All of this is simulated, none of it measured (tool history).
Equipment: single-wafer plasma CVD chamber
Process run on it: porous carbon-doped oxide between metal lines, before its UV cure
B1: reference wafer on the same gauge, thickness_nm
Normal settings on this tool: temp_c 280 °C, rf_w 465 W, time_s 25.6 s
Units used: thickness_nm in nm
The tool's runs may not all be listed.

{"run": 1, "hour": 0.0, "temp_c": 280, "rf_w": 525, "time_s": 28.1, "B1": 140.917, "thickness_nm": 172.315}
{"run": 2, "hour": 32.6, "temp_c": 280, "rf_w": 525, "time_s": 28.1, "B1": 141.119, "thickness_nm": 171.592}
{"run": 3, "hour": 54.9, "temp_c": 280, "rf_w": 525, "time_s": 28.1, "B1": 140.968, "thickness_nm": 171.828}
{"run": 4, "hour": 96.1, "temp_c": 285, "rf_w": 465, "time_s": 25.6, "B1": 140.881, "thickness_nm": 140.99}
{"run": 5, "hour": 201.0, "temp_c": 285, "rf_w": 465, "time_s": 25.6, "B1": 141.03, "thickness_nm": 138.599}
{"run": 6, "hour": 219.1, "temp_c": 285, "rf_w": 465, "time_s": 25.6, "B1": 141.129, "thickness_nm": 139.236}
{"hour": 256.2, "done": "thermocouple changed; heater temperature recalibrated"}
{"run": 7, "hour": 256.7, "temp_c": 280, "rf_w": 395, "time_s": 29.6, "B1": 140.873, "thickness_nm": 154.387}
{"hour": 260.9, "done": "gauge calibrated"}
{"hour": 270.7, "done": "showerhead replaced"}
{"run": 8, "hour": 275.8, "temp_c": 280, "rf_w": 395, "time_s": 29.6, "B1": 141.068, "thickness_nm": 155.283}
{"run": 9, "hour": 298.9, "temp_c": 280, "rf_w": 395, "time_s": 29.6, "B1": 140.883, "thickness_nm": 154.087}
{"run": 10, "hour": 312.1, "temp_c": 280, "rf_w": 465, "time_s": 25.6, "B1": 141.079, "thickness_nm": 148.316}
{"run": 11, "hour": 335.8, "temp_c": 280, "rf_w": 465, "time_s": 25.6, "B1": 140.844, "thickness_nm": 148.743}
{"run": 12, "hour": 349.5, "temp_c": 280, "rf_w": 465, "time_s": 24.2, "B1": 140.876, "thickness_nm": 141.556}
{"run": 13, "hour": 365.8, "temp_c": 280, "rf_w": 465, "time_s": 25.6, "B1": 140.931, "thickness_nm": 148.217}
{"run": 14, "hour": 387.6, "temp_c": 280, "rf_w": 465, "time_s": 25.6, "B1": 140.778, "thickness_nm": 147.71}
{"hour": 403.7, "done": "RF generator calibrated"}
{"run": 15, "hour": 406.8, "temp_c": 280, "rf_w": 465, "time_s": 25.6, "B1": 140.975, "thickness_nm": 154.264}
{"run": 16, "hour": 441.0, "temp_c": 272, "rf_w": 465, "time_s": 25.6, "B1": 141.143, "thickness_nm": 162.568}
{"run": 17, "hour": 494.2, "temp_c": 280, "rf_w": 535, "time_s": 25.6, "B1": 141.045, "thickness_nm": 166.614}
{"run": 18, "hour": 524.5, "temp_c": 269, "rf_w": 540, "time_s": 21.9, "B1": 140.913, "thickness_nm": 155.702}
{"run": 19, "hour": 543.1, "temp_c": 280, "rf_w": 515, "time_s": 25.6, "B1": 140.976, "thickness_nm": 161.638}
{"run": 20, "hour": 556.3, "temp_c": 280, "rf_w": 520, "time_s": 29.3, "B1": 140.906, "thickness_nm": 184.762}
{"run": 21, "hour": 577.2, "temp_c": 270, "rf_w": 465, "time_s": 29.4, "B1": 140.904, "thickness_nm": 186.783}
{"run": 22, "hour": 591.4, "temp_c": 274, "rf_w": 555, "time_s": 27.6, "B1": 140.91, "thickness_nm": 190.477}
{"run": 23, "hour": 608.1, "temp_c": 280, "rf_w": 465, "time_s": 25.6, "B1": 140.906, "thickness_nm": 151.72}
{"run": 24, "hour": 624.5, "temp_c": 280, "rf_w": 465, "time_s": 20.6, "B1": 140.843, "thickness_nm": 123.798}
{"run": 25, "hour": 659.1, "temp_c": 280, "rf_w": 525, "time_s": 28.1, "B1": 140.928, "thickness_nm": 179.298}
{"run": 26, "hour": 690.3, "temp_c": 285, "rf_w": 490, "time_s": 25.6, "B1": 141.004, "thickness_nm": 151.76}
{"run": 27, "hour": 725.6, "temp_c": 280, "rf_w": 495, "time_s": 25.6, "B1": 140.945, "thickness_nm": 157.835}
{"run": 28, "hour": 743.1, "temp_c": 267, "rf_w": 545, "time_s": 25.6, "B1": 140.991, "thickness_nm": 183.691}
{"run": 29, "hour": 766.5, "temp_c": 266, "rf_w": 415, "time_s": 29.3, "B1": 141.064, "thickness_nm": 177.96}
{"run": 30, "hour": 795.7, "temp_c": 280, "rf_w": 465, "time_s": 25.6, "B1": 141.0, "thickness_nm": 152.036}
{"run": 31, "hour": 824.0, "temp_c": 284, "rf_w": 545, "time_s": 25.6, "B1": 140.964, "thickness_nm": 161.874}
{"hour": 835.6, "done": "gauge calibrated"}
{"run": 32, "hour": 844.8, "temp_c": 290, "rf_w": 540, "time_s": 29.1, "B1": 141.018, "thickness_nm": 174.359}

Measured less the same run without the tool's hidden state. The same run-to-run variation is in both; the gauge's scatter may not be:
Hidden state present: wafer temperature above the value expected at the setpoint (K); delivered RF power above the setpoint (%); gauge reads high (%).
run=1 thickness_nm=-9.126
run=2 thickness_nm=-9.530
run=3 thickness_nm=-9.855
run=4 thickness_nm=-8.579
run=5 thickness_nm=-9.854
run=6 thickness_nm=-10.162
run=7 thickness_nm=-5.341
run=8 thickness_nm=-5.568
run=9 thickness_nm=-5.769
run=10 thickness_nm=-5.334
run=11 thickness_nm=-5.603
run=12 thickness_nm=-5.475
run=13 thickness_nm=-5.915
run=14 thickness_nm=-6.144
run=15 thickness_nm=-1.540
run=16 thickness_nm=-1.661
run=17 thickness_nm=-1.741
run=18 thickness_nm=-1.700
run=19 thickness_nm=-1.786
run=20 thickness_nm=-2.077
run=21 thickness_nm=-2.212
run=22 thickness_nm=-2.266
run=23 thickness_nm=-1.862
run=24 thickness_nm=-1.560
run=25 thickness_nm=-2.366
run=26 thickness_nm=-2.132
run=27 thickness_nm=-2.378
run=28 thickness_nm=-2.877
run=29 thickness_nm=-3.280
run=30 thickness_nm=-2.624
run=31 thickness_nm=-2.908
run=32 thickness_nm=-3.223

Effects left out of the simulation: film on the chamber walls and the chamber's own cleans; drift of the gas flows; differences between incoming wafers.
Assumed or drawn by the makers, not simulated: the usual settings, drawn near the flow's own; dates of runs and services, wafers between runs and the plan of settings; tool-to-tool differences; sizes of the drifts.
